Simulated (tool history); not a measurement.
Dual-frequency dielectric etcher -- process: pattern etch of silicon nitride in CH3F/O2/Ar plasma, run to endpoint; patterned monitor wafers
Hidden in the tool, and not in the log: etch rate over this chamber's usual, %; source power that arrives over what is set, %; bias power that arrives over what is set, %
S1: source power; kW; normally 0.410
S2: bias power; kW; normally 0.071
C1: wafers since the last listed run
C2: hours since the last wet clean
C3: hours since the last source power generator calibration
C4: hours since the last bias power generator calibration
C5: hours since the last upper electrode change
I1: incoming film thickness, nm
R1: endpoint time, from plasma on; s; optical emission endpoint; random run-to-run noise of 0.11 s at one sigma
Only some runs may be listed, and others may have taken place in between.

run	hour	S1	S2	C1	C2	C3	C4	C5	I1	R1
1	0.0	0.410	0.071	0	28.5	1344.7	852.4	2345.5	22.89	35.8
2	59.3	0.410	0.071	806	87.8	1404.0	911.7	2404.8	23.15	35.9
3	100.8	0.410	0.071	564	129.3	1445.5	953.2	2446.3	23.02	35.6
4	155.8	0.410	0.071	747	184.3	1500.5	1008.2	2501.3	23.06	35.7
5	228.1	0.410	0.083	983	256.6	1572.8	1080.5	2573.6	23.31	33.8
6	310.8	0.410	0.071	1124	339.3	1655.5	1163.2	2656.3	23.05	35.0
7	410.1	0.410	0.071	1350	438.6	1754.8	1262.5	2755.6	23.27	35.3
# hour 463.9: wet clean of the chamber
8	471.2	0.410	0.071	504	7.3	1815.9	1323.6	2816.7	23.07	35.8
9	558.8	0.410	0.071	1191	94.9	1903.5	1411.2	2904.3	23.18	35.8
10	614.2	0.410	0.071	753	150.3	1958.9	1466.6	2959.7	23.18	35.7
11	673.5	0.410	0.071	806	209.6	2018.2	1525.9	3019.0	23.14	35.5
# hour 699.3: source power generator calibrated
# hour 747.5: upper electrode replaced
12	751.9	0.410	0.071	685	288.0	52.6	1604.3	4.4	23.40	35.4
13	818.2	0.410	0.071	901	354.3	118.9	1670.6	70.7	22.89	34.9
# hour 858.5: wet clean of the chamber
14	901.2	0.410	0.071	802	42.7	201.9	1753.6	153.7	23.21	35.7
15	970.3	0.410	0.071	939	111.8	271.0	1822.7	222.8	23.38	35.9
# hour 1034.2: bias power generator calibrated
16	1055.9	0.350	0.083	1109	197.4	356.6	21.7	308.4	23.38	36.3
17	1143.0	0.410	0.071	1184	284.5	443.7	108.8	395.5	23.30	36.1
# hour 1245.6: wet clean of the chamber
18	1248.7	0.310	0.078	1111	3.1	549.4	214.5	501.2	23.05	38.2
19	1314.6	0.450	0.080	896	69.0	615.3	280.4	567.1	23.02	33.6
20	1418.5	0.450	0.061	1413	172.9	719.2	384.3	671.0	23.19	36.6

Run 21, settings as shown, results not yet in. Your forecast:
21	1524.7	0.470	0.062	1444	279.1	825.4	490.5	777.2	23.19	?

{"run 21": {"R1": 35.9}}
On a tool with no hidden condition, and with the same random variation, this run would have come out at R1 36.5 s.
